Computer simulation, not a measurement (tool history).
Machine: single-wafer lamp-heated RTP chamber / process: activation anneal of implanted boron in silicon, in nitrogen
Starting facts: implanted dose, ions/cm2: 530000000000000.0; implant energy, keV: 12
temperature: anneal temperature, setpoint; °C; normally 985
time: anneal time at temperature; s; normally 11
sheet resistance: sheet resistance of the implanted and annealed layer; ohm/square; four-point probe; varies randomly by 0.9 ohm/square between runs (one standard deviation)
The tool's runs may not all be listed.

run    hour  temperature  time  read-back reference wafer on the same gauge, sheet resistance  sheet resistance
  1       0          985    14                                                         253.24            212.89
  2    68.9          974    11                                                         252.79            218.75
  3   109.1          974    11                                                         252.92            218.62
  4     173          985     9                                                         252.65            212.29
  5   231.2          985     9                                                         253.34            211.72
  6   267.9          985     9                                                         253.05            211.18
  7   307.5          985    11                                                         253.28            211.43
  8   368.9          985    11                                                         252.34            215.08
  9   398.1          985    11                                                         253.28            212.44
 10     451          985    11                                                         253.43            213.35
 11   479.8          985    11                                                         252.99            214.53
 12   546.9          985    11                                                         252.85            211.24
 13   591.5          985    11                                                         253.04             211.1
 14   786.8          985    11                                                         252.77            208.88
 15   824.1          985    11                                                         253.47            212.54
 16   859.8          985    11                                                          253.3            213.26
 17   920.4          985    11                                                         253.02            214.59
 18   963.1          959     6                                                          253.2            240.07
 19  1028.3          985    17                                                          252.8            211.84
 20  1099.2          985    11                                                         252.99            212.66
 21  1134.4          985    15                                                         253.12            209.72
 22  1194.5          985    11                                                         253.58            213.79
 23    1256          997    11                                                         252.88            208.24
 24  1325.3          975    15                                                         252.93            217.08
 25  1379.5         1010     7                                                         253.18            205.57
 26    1438          977    17                                                         253.62            213.51
 27  1505.7          960     7                                                            253            233.68
 28  1570.6         1012     7                                                         253.21            208.02
 29    1619          985    11                                                         252.45            212.54
 30  1650.1          965     9                                                         253.43            232.03
 31  1674.7          970     7                                                          252.9            227.03
 32  1733.6          970    11                                                         253.12            224.04
 33  1799.3          965     8                                                          252.9            227.96
 34  1849.1          985    11                                                         253.26            209.83
 35  1898.7         1014     5                                                         252.79            206.97
 36  1942.7          977    11                                                         253.07            213.94
 37  1967.3          999    16                                                         253.15            206.26

Withheld: 8 entries from between the runs. Position of each, and hidden state at the listed run before versus the listed run after:
Logged between run 7 and run 8: reflector plate cleaned (hour 327.1)
  wafer temperature error from the tarnished reflector plate, K: 7.41 -> 1.09
  what was measured, less what the result would be without the hidden state, sheet resistance: -3.58 -> -0.62 ohm/square
Logged between run 12 and run 13: pyrometer window cleaned and pyrometer calibrated (hour 559)
  wafer temperature error from the tarnished reflector plate, K: 4.37 -> 5.19
  what was measured, less what the result would be without the hidden state, sheet resistance: -2.26 -> -2.62 ohm/square
Logged between run 14 and run 15: reflector plate cleaned (hour 812.1)
  wafer temperature error from the tarnished reflector plate, K: 8.8 -> 0.9
  what was measured, less what the result would be without the hidden state, sheet resistance: -4.07 -> -0.51 ohm/square
Logged between run 20 and run 21: pyrometer window cleaned and pyrometer calibrated (hour 1128.5)
  wafer temperature error from the tarnished reflector plate, K: 5.98 -> 6.63
  what was measured, less what the result would be without the hidden state, sheet resistance: -2.99 -> -2.95 ohm/square
Logged between run 21 and run 22: reflector plate cleaned (hour 1194)
  wafer temperature error from the tarnished reflector plate, K: 6.63 -> 0.754
  what was measured, less what the result would be without the hidden state, sheet resistance: -2.95 -> -0.42 ohm/square
Logged between run 23 and run 24: gauge calibrated (hour 1292.9)
  wafer temperature error from the tarnished reflector plate, K: 1.89 -> 3.17
  what was measured, less what the result would be without the hidden state, sheet resistance: -0.55 -> -2.48 ohm/square
Logged between run 27 and run 28: reflector plate cleaned (hour 1564.2)
  wafer temperature error from the tarnished reflector plate, K: 6.5 -> 0.342
  what was measured, less what the result would be without the hidden state, sheet resistance: -10.89 -> -0.05 ohm/square
Logged between run 32 and run 33: pyrometer window cleaned and pyrometer calibrated (hour 1798.8)
  wafer temperature error from the tarnished reflector plate, K: 3.35 -> 4.56
  what was measured, less what the result would be without the hidden state, sheet resistance: -3.59 -> -6.29 ohm/square

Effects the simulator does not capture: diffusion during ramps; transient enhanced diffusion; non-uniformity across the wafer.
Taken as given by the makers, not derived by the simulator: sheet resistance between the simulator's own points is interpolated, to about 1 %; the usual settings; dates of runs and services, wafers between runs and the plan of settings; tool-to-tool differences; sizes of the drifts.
